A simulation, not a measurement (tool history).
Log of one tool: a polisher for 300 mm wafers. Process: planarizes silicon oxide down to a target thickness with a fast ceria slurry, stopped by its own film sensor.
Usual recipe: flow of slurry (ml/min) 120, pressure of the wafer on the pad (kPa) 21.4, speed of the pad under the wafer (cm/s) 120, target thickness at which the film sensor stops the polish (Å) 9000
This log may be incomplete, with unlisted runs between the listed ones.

run   hour  flow of slurry (ml/min)  pressure of the wafer on the pad (kPa)  speed of the pad under the wafer (cm/s)  target thickness at which the film sensor stops the polish (Å)  wafers since the last listed run  wafers polished on this pad  hours since the slurry nozzle was cleaned  hours since the head pressure was calibrated  incoming thickness of the incoming film, nm  time until the film sensor stopped the polish (s)
  1      0                      120                                    21.4                                      120                                                            9000                                 0                          577                                      261.2                                         386.9                                       1870.7                                               46.7
  2   47.7                      120                                    21.4                                      120                                                            9000                               328                          906                                      308.9                                         434.6                                       1823.4                                               44.4
  3  142.1                      120                                    21.4                                      120                                                            9000                               650                         1557                                      403.3                                           529                                       1800.8                                                 43
     190.6  -- worn pad replaced by a new one
  4  237.3                      130                                    21.4                                      120                                                            9000                               628                          321                                      498.5                                         624.2                                         1853                                               45.5
     292.3  -- slurry nozzle cleaned
  5  295.5                      130                                    21.4                                      120                                                            9000                               394                          716                                        3.2                                         682.4                                       1851.5                                               47.9
  6  390.7                      120                                    21.4                                      120                                                            9000                               656                         1372                                       98.4                                         777.6                                       1821.2                                               47.9
  7  466.3                      120                                    21.4                                      120                                                            9000                               521                         1894                                        174                                         853.2                                       1837.4                                               48.4
     489.2  -- worn pad replaced by a new one
  8  551.8                      120                                    21.4                                      120                                                            9000                               562                          431                                      259.5                                         938.7                                       1860.4                                               50.8
  9  631.3                      120                                    21.4                                      120                                                            9000                               548                          979                                        339                                        1018.2                                         1854                                               49.7
     634.3  -- slurry nozzle cleaned, repeated, since the last time left the tool worse
 10  695.1                      120                                    21.4                                      120                                                            9000                               433                         1412                                       60.8                                          1082                                       1860.5                                                 46
 11  755.6                      120                                    21.4                                      156                                                            6990                               417                         1830                                      121.3                                        1142.5                                       1838.6                                               42.2
     800.5  -- worn pad replaced by a new one
 12    801                      120                                    21.4                                      120                                                            9000                               285                            3                                      166.7                                        1187.9                                       1837.7                                                 44

Run 13 is up next; what results do you expect?
     870.5  -- head pressure recalibrated
 13   872                      120                                    17.9                                      120                                                            9000                               475                          479                                      237.7                                           1.5                                         1843                                                  ?

Logged for run 13: time until the film sensor stopped the polish (s) 50.9.
Take away the tool's hidden state, keep the run-to-run variation as it was, and the same run would have given time until the film sensor stopped the polish (s) 50.1.
